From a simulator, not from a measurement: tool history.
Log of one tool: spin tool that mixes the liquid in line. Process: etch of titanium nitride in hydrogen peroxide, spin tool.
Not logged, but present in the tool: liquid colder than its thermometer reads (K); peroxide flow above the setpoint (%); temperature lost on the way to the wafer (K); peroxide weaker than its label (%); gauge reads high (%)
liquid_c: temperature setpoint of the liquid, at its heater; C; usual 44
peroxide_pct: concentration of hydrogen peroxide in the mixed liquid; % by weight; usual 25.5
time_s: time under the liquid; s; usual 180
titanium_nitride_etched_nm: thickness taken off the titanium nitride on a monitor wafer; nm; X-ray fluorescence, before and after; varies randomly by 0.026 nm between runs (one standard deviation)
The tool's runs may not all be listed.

run	hour	liquid_c	peroxide_pct	time_s	wafers since the last listed run	hours since the thermometer was replaced	hours since the peroxide flow meter was replaced	hours since the heated supply line was repaired	hours since the drum of peroxide was connected	hours since the gauge calibration	read-back film thickness of the titanium nitride reference wafer, read on the same gauge (nm)	titanium_nitride_etched_nm
1	0	44	25.5	180	0	624.9	841.4	2142	131.4	154.1	89.984	3.563
2	8.7	44	25.5	180	72	633.6	850.1	2150.7	140.1	162.8	90.011	3.555
3	20.6	44	25.5	130	99	645.5	862	2162.6	152	174.7	90.01	2.583
4	30.1	44	25.5	130	79	655	871.5	2172.1	161.5	184.2	89.964	2.588
5	45.8	44	20.5	180	131	670.7	887.2	2187.8	177.2	199.9	90.018	3.367
6	52.3	44	20.5	180	54	677.2	893.7	2194.3	183.7	206.4	90.036	3.371
# hour 59.2: gauge calibrated
7	64.7	44	25.5	180	103	689.6	906.1	2206.7	196.1	5.5	90.014	3.578
8	71	44	25.5	180	52	695.9	912.4	2213	202.4	11.8	89.999	3.55
9	83.8	44	25.5	180	107	708.7	925.2	2225.8	215.2	24.6	89.995	3.529
10	93.1	44	25.5	180	77	718	934.5	2235.1	224.5	33.9	90.003	3.514
11	108.9	53	21	210	132	733.8	950.3	2250.9	240.3	49.7	89.989	7.672
12	120.6	44	25.5	275	98	745.5	962	2262.6	252	61.4	90.029	5.401
# hour 125.1: thermometer replaced
13	131.2	38.5	28.5	180	80	6.1	972.6	2273.2	262.6	72	90.013	2.347
14	148	44	28	180	140	22.9	989.4	2290	279.4	88.8	89.967	3.576
15	159	44	25.5	130	92	33.9	1000.4	2301	290.4	99.8	89.971	2.537

Run 16 has not been measured yet. What should we expect?
16	176.8	48.5	30	110	149	51.7	1018.2	2318.8	308.2	117.6	?	?

read-back film thickness of the titanium nitride reference wafer, read on the same gauge (nm): 90.008
titanium_nitride_etched_nm: 3.106 nm
Had the tool carried no hidden state, the very same run would have given titanium_nitride_etched_nm 3.931 nm.
